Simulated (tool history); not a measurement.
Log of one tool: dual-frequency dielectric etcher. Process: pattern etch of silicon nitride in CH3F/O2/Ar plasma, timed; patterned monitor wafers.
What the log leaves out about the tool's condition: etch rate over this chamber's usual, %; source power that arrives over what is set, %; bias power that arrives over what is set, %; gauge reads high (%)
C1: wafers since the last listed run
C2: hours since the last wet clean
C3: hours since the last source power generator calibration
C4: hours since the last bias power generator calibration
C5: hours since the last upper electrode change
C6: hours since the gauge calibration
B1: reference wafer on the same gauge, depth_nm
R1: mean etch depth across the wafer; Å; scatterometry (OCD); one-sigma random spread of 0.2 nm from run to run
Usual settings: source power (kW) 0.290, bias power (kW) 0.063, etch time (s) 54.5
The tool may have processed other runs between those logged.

{"run": 1, "hour": 0.0, "source power (kW)": 0.29, "bias power (kW)": 0.063, "etch time (s)": 62.0, "C1": 0, "C2": 225.8, "C3": 2156.5, "C4": 719.9, "C5": 4944.5, "C6": 1684.7, "B1": 38.66, "R1": 369.2}
{"run": 2, "hour": 100.4, "source power (kW)": 0.29, "bias power (kW)": 0.063, "etch time (s)": 62.0, "C1": 1012, "C2": 326.2, "C3": 2256.9, "C4": 820.3, "C5": 5044.9, "C6": 1785.1, "B1": 38.56, "R1": 371.9}
{"run": 3, "hour": 184.2, "source power (kW)": 0.29, "bias power (kW)": 0.063, "etch time (s)": 62.0, "C1": 845, "C2": 410.0, "C3": 2340.7, "C4": 904.1, "C5": 5128.7, "C6": 1868.9, "B1": 38.54, "R1": 369.2}
{"hour": 263.8, "done": "wet clean of the chamber"}
{"run": 4, "hour": 373.0, "source power (kW)": 0.29, "bias power (kW)": 0.052, "etch time (s)": 54.5, "C1": 1662, "C2": 109.2, "C3": 2529.5, "C4": 1092.9, "C5": 5317.5, "C6": 2057.7, "B1": 38.6, "R1": 297.5}
{"run": 5, "hour": 463.6, "source power (kW)": 0.29, "bias power (kW)": 0.063, "etch time (s)": 54.5, "C1": 913, "C2": 199.8, "C3": 2620.1, "C4": 1183.5, "C5": 5408.1, "C6": 2148.3, "B1": 38.53, "R1": 326.0}
{"run": 6, "hour": 566.5, "source power (kW)": 0.29, "bias power (kW)": 0.063, "etch time (s)": 54.5, "C1": 1037, "C2": 302.7, "C3": 2723.0, "C4": 1286.4, "C5": 5511.0, "C6": 2251.2, "B1": 38.67, "R1": 323.4}
{"hour": 661.9, "done": "gauge calibrated"}
{"hour": 688.6, "done": "upper electrode replaced"}
{"run": 7, "hour": 689.1, "source power (kW)": 0.29, "bias power (kW)": 0.063, "etch time (s)": 54.5, "C1": 994, "C2": 425.3, "C3": 2845.6, "C4": 1409.0, "C5": 0.5, "C6": 27.2, "B1": 38.71, "R1": 324.0}
{"hour": 748.8, "done": "wet clean of the chamber"}
{"run": 8, "hour": 760.5, "source power (kW)": 0.29, "bias power (kW)": 0.063, "etch time (s)": 54.5, "C1": 478, "C2": 11.7, "C3": 2917.0, "C4": 1480.4, "C5": 71.9, "C6": 98.6, "B1": 38.69, "R1": 319.5}
{"hour": 908.3, "done": "bias power generator calibrated"}
{"run": 9, "hour": 945.2, "source power (kW)": 0.29, "bias power (kW)": 0.063, "etch time (s)": 54.5, "C1": 1822, "C2": 196.4, "C3": 3101.7, "C4": 36.9, "C5": 256.6, "C6": 283.3, "B1": 38.68, "R1": 317.6}
{"run": 10, "hour": 1016.9, "source power (kW)": 0.29, "bias power (kW)": 0.063, "etch time (s)": 54.5, "C1": 723, "C2": 268.1, "C3": 3173.4, "C4": 108.6, "C5": 328.3, "C6": 355.0, "B1": 38.61, "R1": 317.8}
{"run": 11, "hour": 1097.8, "source power (kW)": 0.22, "bias power (kW)": 0.063, "etch time (s)": 41.0, "C1": 815, "C2": 349.0, "C3": 3254.3, "C4": 189.5, "C5": 409.2, "C6": 435.9, "B1": 38.46, "R1": 206.2}
{"run": 12, "hour": 1197.4, "source power (kW)": 0.29, "bias power (kW)": 0.055, "etch time (s)": 62.0, "C1": 1004, "C2": 448.6, "C3": 3353.9, "C4": 289.1, "C5": 508.8, "C6": 535.5, "B1": 38.61, "R1": 335.4}
{"run": 13, "hour": 1287.9, "source power (kW)": 0.32, "bias power (kW)": 0.051, "etch time (s)": 38.0, "C1": 912, "C2": 539.1, "C3": 3444.4, "C4": 379.6, "C5": 599.3, "C6": 626.0, "B1": 38.62, "R1": 208.7}
{"hour": 1302.1, "done": "source power generator calibrated"}
{"hour": 1342.4, "done": "wet clean of the chamber"}
{"hour": 1344.5, "done": "bias power generator calibrated, repeated, since the last time left the tool worse"}
{"run": 14, "hour": 1345.0, "source power (kW)": 0.32, "bias power (kW)": 0.071, "etch time (s)": 41.5, "C1": 272, "C2": 2.6, "C3": 42.9, "C4": 0.5, "C5": 656.4, "C6": 683.1, "B1": 38.5, "R1": 276.9}
{"run": 15, "hour": 1376.0, "source power (kW)": 0.26, "bias power (kW)": 0.072, "etch time (s)": 40.0, "C1": 312, "C2": 33.6, "C3": 73.9, "C4": 31.5, "C5": 687.4, "C6": 714.1, "B1": 38.58, "R1": 243.7}
{"run": 16, "hour": 1427.9, "source power (kW)": 0.32, "bias power (kW)": 0.063, "etch time (s)": 65.5, "C1": 523, "C2": 85.5, "C3": 125.8, "C4": 83.4, "C5": 739.3, "C6": 766.0, "B1": 38.55, "R1": 408.8}
{"run": 17, "hour": 1667.2, "source power (kW)": 0.29, "bias power (kW)": 0.072, "etch time (s)": 54.5, "C1": 2413, "C2": 324.8, "C3": 365.1, "C4": 322.7, "C5": 978.6, "C6": 1005.3, "B1": 38.58, "R1": 349.7}
{"run": 18, "hour": 1713.7, "source power (kW)": 0.24, "bias power (kW)": 0.048, "etch time (s)": 54.5, "C1": 468, "C2": 371.3, "C3": 411.6, "C4": 369.2, "C5": 1025.1, "C6": 1051.8, "B1": 38.52, "R1": 259.7}
{"run": 19, "hour": 1810.7, "source power (kW)": 0.22, "bias power (kW)": 0.063, "etch time (s)": 41.0, "C1": 978, "C2": 468.3, "C3": 508.6, "C4": 466.2, "C5": 1122.1, "C6": 1148.8, "B1": 38.62, "R1": 217.4}
{"run": 20, "hour": 1906.1, "source power (kW)": 0.29, "bias power (kW)": 0.063, "etch time (s)": 54.5, "C1": 962, "C2": 563.7, "C3": 604.0, "C4": 561.6, "C5": 1217.5, "C6": 1244.2, "B1": 38.62, "R1": 327.4}

For some of the steps in R1 from one run to the next: how much would appear even if the tool had no hidden state, given the settings, what came in and random variation, and how much remains for the hidden state plus any gauge scatter that the measured result and the result without hidden state don't share?
Run 8 -> 9: bias power generator calibrated. R1 -1.9 Å: hidden state -6.0, all else +4.1.
Run 11 -> 12: source power (kW) 0.220 -> 0.290, bias power (kW) 0.063 -> 0.055, etch time (s) 41.0 -> 62.0. R1 +129.2 Å: hidden state -3.8, all else +133.0.
Run 13 -> 14: bias power (kW) 0.051 -> 0.071, etch time (s) 38.0 -> 41.5, source power generator calibrated, wet clean of the chamber, bias power generator calibrated, repeated, since the last time left the tool worse. R1 +68.2 Å: hidden state +6.2, all else +62.0.
Run 15 -> 16: source power (kW) 0.260 -> 0.320, bias power (kW) 0.072 -> 0.063, etch time (s) 40.0 -> 65.5. R1 +165.1 Å: hidden state -0.3, all else +165.4.
